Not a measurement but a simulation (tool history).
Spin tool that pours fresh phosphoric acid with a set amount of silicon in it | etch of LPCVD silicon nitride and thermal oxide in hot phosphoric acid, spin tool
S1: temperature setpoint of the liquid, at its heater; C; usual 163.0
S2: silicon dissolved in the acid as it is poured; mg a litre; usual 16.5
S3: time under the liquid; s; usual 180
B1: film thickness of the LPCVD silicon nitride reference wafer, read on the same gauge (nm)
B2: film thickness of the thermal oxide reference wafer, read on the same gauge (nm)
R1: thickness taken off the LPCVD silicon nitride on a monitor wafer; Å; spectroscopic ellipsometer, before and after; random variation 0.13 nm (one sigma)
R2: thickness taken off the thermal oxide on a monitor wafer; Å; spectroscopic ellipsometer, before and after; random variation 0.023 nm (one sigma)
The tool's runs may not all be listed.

run    hour     S1    S2   S3     B1      B2     R1    R2
  1     0.0  164.5  16.5  180  30.29  60.682  164.1  5.19
  2    37.4  164.5  16.5  180  30.35  60.711  163.3  4.69
  3   109.1  163.0  16.5  180  30.50  61.011  158.0  4.21
  4   152.2  163.0  16.5  180  30.58  61.170  155.4  4.41
  5   185.9  163.0  16.5  180  30.63  61.297  153.8  4.49
  6   226.3  163.0  16.5  180  30.73  61.451  157.2  4.48
  7   270.3  163.0  16.5  180  30.87  61.690  158.5  4.56
      373.6  -- gauge calibrated
  8   457.0  163.0  16.5  180  30.01  60.060  151.5  4.57
      474.7  -- dissolved silicon flow meter replaced
  9   527.2  163.0  16.5  180  30.04  60.076  152.5  4.19
      544.2  -- heated supply line repaired
 10   573.2  164.0  16.5  180  30.07  60.123  157.7  5.02
 11   599.6  163.0  22.0  150  30.09  60.196  127.7  3.12
 12   812.0  163.0  16.5   85  30.29  60.567   74.3  2.37
      893.0  -- thermometer replaced
 13   955.3  161.0  16.5  180  30.50  61.011  145.4  3.75
 14   982.1  163.0  16.5  180  30.54  61.123  156.8  4.41
 15  1045.2  165.0  21.0   75  30.66  61.325   69.5  1.85
 16  1116.6  163.0  16.5  180  30.81  61.633  158.0  3.95
     1117.2  -- gauge calibrated
 17  1173.1  163.0  16.5  210  29.98  60.013  179.6  4.75
 18  1232.3  163.0  16.5  180  30.03  60.085  154.0  4.66
 19  1299.5  166.0   8.5  265  30.03  60.108  250.2  9.33
 20  1364.2  163.0  16.5  180  30.09  60.164  156.6  4.32
 21  1410.0  163.0  16.5  105  30.13  60.276   89.8  2.44
 22  1450.4  161.5  16.5  180  30.16  60.253  148.8  3.57

Some steps in R1 between neighbouring runs. How much of each would the tool show without its hidden state too (settings, what came in, random variation), and how much is left for the hidden state, with any gauge scatter that isn't in both results?
The hidden state here: liquid colder than its thermometer reads (K); dissolved silicon flow above the setpoint (%); temperature lost on the way to the wafer (K); gauge reads high (%).
Run 7 -> 8: gauge calibrated. R1 -7.0 Å: hidden state -4.3, all else -2.7.
Run 16 -> 17: S3 180 -> 210, gauge calibrated. R1 +21.6 Å: hidden state -4.2, all else +25.8.
Run 18 -> 19: S1 163.0 -> 166.0, S2 16.5 -> 8.5, S3 180 -> 265. R1 +96.2 Å: hidden state +0.2, all else +96.0.
Run 19 -> 20: S1 166.0 -> 163.0, S2 8.5 -> 16.5, S3 265 -> 180. R1 -93.6 Å: hidden state +0.1, all else -93.7.

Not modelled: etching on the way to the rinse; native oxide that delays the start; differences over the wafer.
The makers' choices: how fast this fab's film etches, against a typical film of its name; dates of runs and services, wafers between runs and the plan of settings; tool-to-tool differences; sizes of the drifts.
